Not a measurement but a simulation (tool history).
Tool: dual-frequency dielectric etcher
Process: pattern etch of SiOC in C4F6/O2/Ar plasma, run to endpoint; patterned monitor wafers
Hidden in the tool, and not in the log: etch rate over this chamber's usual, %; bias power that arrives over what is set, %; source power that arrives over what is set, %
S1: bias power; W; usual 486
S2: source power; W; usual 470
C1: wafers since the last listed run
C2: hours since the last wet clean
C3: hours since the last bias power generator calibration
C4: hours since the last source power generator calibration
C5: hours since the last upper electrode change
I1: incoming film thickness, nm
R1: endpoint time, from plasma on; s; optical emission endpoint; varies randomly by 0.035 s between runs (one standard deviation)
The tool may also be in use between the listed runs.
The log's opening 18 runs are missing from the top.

Run 19, hour 278.9: usual settings but S1 543 W; C1 318; C2 41.7; C3 2607.2; C4 1756.9; C5 28.6; I1 34.58. Result: R1 10.8 s.
Run 20, hour 310.2: usual settings but S1 566 W, S2 350 W; C1 576; C2 73; C3 2638.5; C4 1788.2; C5 59.9; I1 33.89. Result: R1 11.4 s.
Run 21, hour 318.9: usual settings; C1 160; C2 81.7; C3 2647.2; C4 1796.9; C5 68.6; I1 34.02. Result: R1 11.3 s.
At hour 329.1: source power generator calibrated.
At hour 351.4: wet clean of the chamber, repeated, since the last time left the tool worse.
Run 22, hour 351.9: usual settings but S1 595 W, S2 560 W; C1 121; C2 0.5; C3 2680.2; C4 22.8; C5 101.6; I1 34.09. Result: R1 9.1 s.
Run 23, hour 352.3: usual settings but S1 402 W, S2 560 W; C1 7; C2 0.9; C3 2680.6; C4 23.2; C5 102; I1 34.43. Result: R1 11 s.
Run 24, hour 358.4: usual settings; C1 112; C2 7; C3 2686.7; C4 29.3; C5 108.1; I1 34.29. Result: R1 10.6 s.
Run 25, hour 373.7: usual settings but S2 420 W; C1 281; C2 22.3; C3 2702; C4 44.6; C5 123.4; I1 34.02. Result: R1 11 s.
Run 26, hour 383.4: usual settings but S1 409 W, S2 550 W; C1 178; C2 32; C3 2711.7; C4 54.3; C5 133.1; I1 34.08. Result: R1 10.8 s.
Run 27, hour 390.3: usual settings but S1 419 W, S2 360 W; C1 127; C2 38.9; C3 2718.6; C4 61.2; C5 140; I1 33.89. Result: R1 12.3 s.
At hour 396.8: bias power generator calibrated.
Run 28, hour 403: usual settings; C1 160; C2 51.6; C3 6.2; C4 73.9; C5 152.7; I1 34.02. Result: R1 10.6 s.
Run 29, hour 419.9: usual settings but S1 437 W, S2 370 W; C1 311; C2 68.5; C3 23.1; C4 90.8; C5 169.6; I1 33.82. Result: R1 11.9 s.
Run 30, hour 453.8: usual settings; C1 624; C2 102.4; C3 57; C4 124.7; C5 203.5; I1 34.18. Result: R1 10.7 s.
Run 31, hour 461: usual settings but S1 600 W; C1 132; C2 109.6; C3 64.2; C4 131.9; C5 210.7; I1 34.2. Result: R1 9.7 s.
Run 32, hour 470.3: usual settings but S1 406 W, S2 420 W; C1 171; C2 118.9; C3 73.5; C4 141.2; C5 220; I1 34.42. Result: R1 12.2 s.
Run 33, hour 483.8: usual settings but S1 521 W, S2 390 W; C1 248; C2 132.4; C3 87; C4 154.7; C5 233.5; I1 34.36. Result: R1 11 s.
Run 34, hour 504.6: usual settings but S1 376 W, S2 370 W; C1 382; C2 153.2; C3 107.8; C4 175.5; C5 254.3; I1 34.49. Result: R1 13.3 s.
Run 35, hour 512: usual settings but S1 544 W, S2 530 W; C1 136; C2 160.6; C3 115.2; C4 182.9; C5 261.7; I1 34.15. Result: R1 9.8 s.

Branching from run 35: 3 alternative next runs. What would each branch give?
Run A, hour 512.4: usual settings; C1 7; C2 161; C3 115.6; C4 183.3; C5 262.1; I1 34.36. Result: R1 ?.
Run B, hour 512.4: usual settings but S1 596 W, S2 410 W; C1 7; C2 161; C3 115.6; C4 183.3; C5 262.1; I1 34.36. Result: R1 ?.
Run C, hour 512.4: usual settings but S1 552 W; C1 7; C2 161; C3 115.6; C4 183.3; C5 262.1; I1 34.36. Result: R1 ?.

run    R1
  A  10.8
  B  10.3
  C  10.2
With the hidden condition removed and each run's random variation left untouched, the same runs would have given:
run    R1
  A  10.6
  B  10.1
  C    10
